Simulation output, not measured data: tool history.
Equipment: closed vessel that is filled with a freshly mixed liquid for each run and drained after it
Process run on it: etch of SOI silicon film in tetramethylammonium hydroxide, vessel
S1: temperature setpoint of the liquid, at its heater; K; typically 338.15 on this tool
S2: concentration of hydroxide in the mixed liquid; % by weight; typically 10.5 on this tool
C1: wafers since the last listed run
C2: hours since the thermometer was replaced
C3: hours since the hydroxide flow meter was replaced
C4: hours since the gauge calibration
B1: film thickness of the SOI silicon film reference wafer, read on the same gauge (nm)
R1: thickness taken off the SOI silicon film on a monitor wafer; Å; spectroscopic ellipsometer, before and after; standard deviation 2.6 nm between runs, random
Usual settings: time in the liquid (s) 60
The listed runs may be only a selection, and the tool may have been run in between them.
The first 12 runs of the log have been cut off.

{"run": 13, "hour": 835.7, "S1": 338.15, "S2": 10.5, "time in the liquid (s)": 35, "C1": 6689, "C2": 1256.4, "C3": 2201.2, "C4": 729.0, "B1": 40.03, "R1": 1814.9}
{"run": 14, "hour": 887.5, "S1": 338.15, "S2": 10.5, "time in the liquid (s)": 60, "C1": 4380, "C2": 1308.2, "C3": 2253.0, "C4": 780.8, "B1": 40.01, "R1": 3129.7}
{"run": 15, "hour": 946.3, "S1": 338.15, "S2": 10.5, "time in the liquid (s)": 60, "C1": 4972, "C2": 1367.0, "C3": 2311.8, "C4": 839.6, "B1": 40.0, "R1": 3147.0}
{"run": 16, "hour": 1019.6, "S1": 338.15, "S2": 10.5, "time in the liquid (s)": 60, "C1": 6198, "C2": 1440.3, "C3": 2385.1, "C4": 912.9, "B1": 39.98, "R1": 3146.4}
{"hour": 1090.9, "done": "hydroxide flow meter replaced"}
{"hour": 1249.1, "done": "thermometer replaced"}
{"run": 17, "hour": 1306.8, "S1": 338.15, "S2": 9.5, "time in the liquid (s)": 60, "C1": 24118, "C2": 57.7, "C3": 215.9, "C4": 1200.1, "B1": 40.04, "R1": 3202.8}
{"run": 18, "hour": 1396.4, "S1": 344.15, "S2": 10.5, "time in the liquid (s)": 85, "C1": 7577, "C2": 147.3, "C3": 305.5, "C4": 1289.7, "B1": 40.03, "R1": 6194.9}
{"run": 19, "hour": 1454.5, "S1": 335.15, "S2": 8.5, "time in the liquid (s)": 35, "C1": 4913, "C2": 205.4, "C3": 363.6, "C4": 1347.8, "B1": 39.97, "R1": 1608.7}
{"run": 20, "hour": 1497.1, "S1": 344.15, "S2": 13.0, "time in the liquid (s)": 50, "C1": 3602, "C2": 248.0, "C3": 406.2, "C4": 1390.4, "B1": 40.04, "R1": 3363.5}
{"hour": 1537.7, "done": "gauge calibrated"}
{"run": 21, "hour": 1670.8, "S1": 338.15, "S2": 10.5, "time in the liquid (s)": 90, "C1": 14689, "C2": 421.7, "C3": 579.9, "C4": 133.1, "B1": 40.03, "R1": 4546.9}
{"run": 22, "hour": 1776.9, "S1": 340.65, "S2": 9.0, "time in the liquid (s)": 45, "C1": 8972, "C2": 527.8, "C3": 686.0, "C4": 239.2, "B1": 40.02, "R1": 2863.4}
{"run": 23, "hour": 1881.0, "S1": 340.65, "S2": 13.5, "time in the liquid (s)": 45, "C1": 8803, "C2": 631.9, "C3": 790.1, "C4": 343.3, "B1": 40.02, "R1": 2453.9}
{"run": 24, "hour": 1948.1, "S1": 338.15, "S2": 10.5, "time in the liquid (s)": 60, "C1": 5674, "C2": 699.0, "C3": 857.2, "C4": 410.4, "B1": 40.02, "R1": 3139.4}
{"run": 25, "hour": 2067.9, "S1": 345.65, "S2": 10.5, "time in the liquid (s)": 35, "C1": 10130, "C2": 818.8, "C3": 977.0, "C4": 530.2, "B1": 39.99, "R1": 2863.2}
{"run": 26, "hour": 2164.8, "S1": 338.15, "S2": 10.5, "time in the liquid (s)": 60, "C1": 8194, "C2": 915.7, "C3": 1073.9, "C4": 627.1, "B1": 39.99, "R1": 3117.0}
{"run": 27, "hour": 2204.7, "S1": 338.15, "S2": 10.5, "time in the liquid (s)": 50, "C1": 3374, "C2": 955.6, "C3": 1113.8, "C4": 667.0, "B1": 40.03, "R1": 2608.9}
{"run": 28, "hour": 2321.8, "S1": 338.15, "S2": 10.5, "time in the liquid (s)": 60, "C1": 9902, "C2": 1072.7, "C3": 1230.9, "C4": 784.1, "B1": 39.99, "R1": 3121.7}
{"run": 29, "hour": 2360.7, "S1": 338.15, "S2": 12.0, "time in the liquid (s)": 60, "C1": 3289, "C2": 1111.6, "C3": 1269.8, "C4": 823.0, "B1": 39.99, "R1": 2960.4}
{"run": 30, "hour": 2451.8, "S1": 338.15, "S2": 10.5, "time in the liquid (s)": 60, "C1": 7703, "C2": 1202.7, "C3": 1360.9, "C4": 914.1, "B1": 39.98, "R1": 3144.2}
{"run": 31, "hour": 2501.8, "S1": 330.65, "S2": 9.0, "time in the liquid (s)": 40, "C1": 4228, "C2": 1252.7, "C3": 1410.9, "C4": 964.1, "B1": 40.01, "R1": 1386.9}
{"run": 32, "hour": 2562.8, "S1": 330.65, "S2": 10.5, "time in the liquid (s)": 60, "C1": 5158, "C2": 1313.7, "C3": 1471.9, "C4": 1025.1, "B1": 39.98, "R1": 1983.8}

Predict each of these 5 candidate next runs independently; none follows another, all start after run 32:
{"run": "A", "hour": 2563.5, "S1": 338.15, "S2": 13.5, "time in the liquid (s)": 60, "C1": 59, "C2": 1314.4, "C3": 1472.6, "C4": 1025.8, "B1": "?", "R1": "?"}
{"run": "B", "hour": 2563.5, "S1": 331.65, "S2": 9.5, "time in the liquid (s)": 30, "C1": 59, "C2": 1314.4, "C3": 1472.6, "C4": 1025.8, "B1": "?", "R1": "?"}
{"run": "C", "hour": 2563.5, "S1": 341.65, "S2": 12.0, "time in the liquid (s)": 60, "C1": 59, "C2": 1314.4, "C3": 1472.6, "C4": 1025.8, "B1": "?", "R1": "?"}
{"run": "D", "hour": 2563.5, "S1": 334.15, "S2": 11.5, "time in the liquid (s)": 80, "C1": 59, "C2": 1314.4, "C3": 1472.6, "C4": 1025.8, "B1": "?", "R1": "?"}
{"run": "E", "hour": 2563.5, "S1": 338.15, "S2": 9.0, "time in the liquid (s)": 60, "C1": 59, "C2": 1314.4, "C3": 1472.6, "C4": 1025.8, "B1": "?", "R1": "?"}

run=A B1=40.04 R1=2860.9
run=B B1=40.04 R1=1101.4
run=C B1=40.04 R1=3713.6
run=D B1=40.04 R1=3201.9
run=E B1=40.04 R1=3353.4
With no hidden state in the tool, these same runs would have given:
run=A R1=2772.5
run=B R1=1065.8
run=C R1=3601.2
run=D R1=3100.6
run=E R1=3249.8
